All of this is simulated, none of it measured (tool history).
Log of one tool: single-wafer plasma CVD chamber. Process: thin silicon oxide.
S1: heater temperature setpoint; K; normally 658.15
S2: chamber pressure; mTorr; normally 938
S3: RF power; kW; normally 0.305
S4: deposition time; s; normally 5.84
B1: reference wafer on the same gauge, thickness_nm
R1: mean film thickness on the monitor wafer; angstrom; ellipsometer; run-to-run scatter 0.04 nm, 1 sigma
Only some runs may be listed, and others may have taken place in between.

run 1 day=0.000 | S1=658.15 S2=938 S3=0.330 S4=5.43 | B1=11.122 | R1=125.67
run 2 day=0.404 | S1=658.15 S2=938 S3=0.330 S4=5.43 | B1=11.099 | R1=125.34
run 3 day=0.712 | S1=658.15 S2=938 S3=0.305 S4=5.84 | B1=11.115 | R1=128.97
run 4 day=1.271 | S1=658.15 S2=938 S3=0.305 S4=5.84 | B1=11.098 | R1=128.60
run 5 day=1.629 | S1=658.15 S2=938 S3=0.305 S4=5.84 | B1=11.081 | R1=128.80
run 6 day=1.892 | S1=658.15 S2=938 S3=0.305 S4=5.84 | B1=11.102 | R1=128.85
run 7 day=2.575 | S1=658.15 S2=938 S3=0.305 S4=5.84 | B1=11.091 | R1=128.93
run 8 day=2.825 | S1=658.15 S2=1030 S3=0.330 S4=5.84 | B1=11.109 | R1=146.25
run 9 day=3.275 | S1=658.15 S2=1030 S3=0.330 S4=5.84 | B1=11.106 | R1=145.24
run 10 day=3.792 | S1=658.15 S2=747 S3=0.305 S4=5.84 | B1=11.107 | R1=101.12
run 11 day=4.204 | S1=658.15 S2=938 S3=0.305 S4=7.00 | B1=11.097 | R1=154.79
-- day=4.717 capacitance manometer re-zeroed and calibrated
run 12 day=4.738 | S1=658.15 S2=938 S3=0.330 S4=5.43 | B1=11.102 | R1=126.55
run 13 day=5.100 | S1=658.15 S2=938 S3=0.305 S4=5.84 | B1=11.098 | R1=128.36
run 14 day=5.483 | S1=644.15 S2=938 S3=0.270 S4=5.84 | B1=11.101 | R1=119.01
run 15 day=5.825 | S1=668.15 S2=841 S3=0.330 S4=4.83 | B1=11.086 | R1=100.27
-- day=6.779 showerhead replaced
-- day=6.896 RF generator calibrated
run 16 day=7.133 | S1=658.15 S2=938 S3=0.305 S4=5.84 | B1=11.078 | R1=129.27
run 17 day=8.558 | S1=658.15 S2=736 S3=0.305 S4=6.80 | B1=11.095 | R1=116.21
-- day=9.096 gauge calibrated
-- day=9.296 thermocouple changed; heater temperature recalibrated
run 18 day=9.317 | S1=658.15 S2=809 S3=0.305 S4=4.73 | B1=11.085 | R1=89.79
run 19 day=9.421 | S1=658.15 S2=938 S3=0.350 S4=5.02 | B1=11.101 | R1=121.05
run 20 day=9.842 | S1=658.15 S2=938 S3=0.305 S4=5.84 | B1=11.103 | R1=128.36
run 21 day=10.100 | S1=672.15 S2=796 S3=0.305 S4=5.84 | B1=11.097 | R1=107.49
run 22 day=10.504 | S1=658.15 S2=938 S3=0.360 S4=5.84 | B1=11.101 | R1=142.56
run 23 day=11.188 | S1=658.15 S2=938 S3=0.305 S4=5.84 | B1=11.109 | R1=129.01
run 24 day=11.467 | S1=649.15 S2=820 S3=0.305 S4=5.06 | B1=11.097 | R1=98.34
run 25 day=12.008 | S1=658.15 S2=938 S3=0.305 S4=5.84 | B1=11.106 | R1=129.29
run 26 day=12.325 | S1=672.15 S2=938 S3=0.365 S4=5.84 | B1=11.092 | R1=141.96
run 27 day=12.788 | S1=658.15 S2=938 S3=0.305 S4=5.84 | B1=11.084 | R1=129.29
run 28 day=13.529 | S1=658.15 S2=938 S3=0.275 S4=5.84 | B1=11.085 | R1=118.78

Predict each of these 5 candidate next runs independently; none follows another, all start after run 28:
run A day=13.546 | S1=668.15 S2=938 S3=0.305 S4=5.84 | B1=? | R1=?
run B day=13.546 | S1=654.15 S2=938 S3=0.305 S4=5.84 | B1=? | R1=?
run C day=13.546 | S1=662.15 S2=938 S3=0.305 S4=5.84 | B1=? | R1=?
run D day=13.546 | S1=658.15 S2=731 S3=0.305 S4=5.48 | B1=? | R1=?
run E day=13.546 | S1=665.15 S2=1059 S3=0.285 S4=6.48 | B1=? | R1=?

run=A B1=11.099 R1=127.77
run=B B1=11.099 R1=129.12
run=C B1=11.099 R1=128.34
run=D B1=11.099 R1=92.27
run=E B1=11.099 R1=149.41
Without the tool's unlogged condition, the same runs would have read:
run=A R1=127.77
run=B R1=129.12
run=C R1=128.34
run=D R1=92.27
run=E R1=149.41
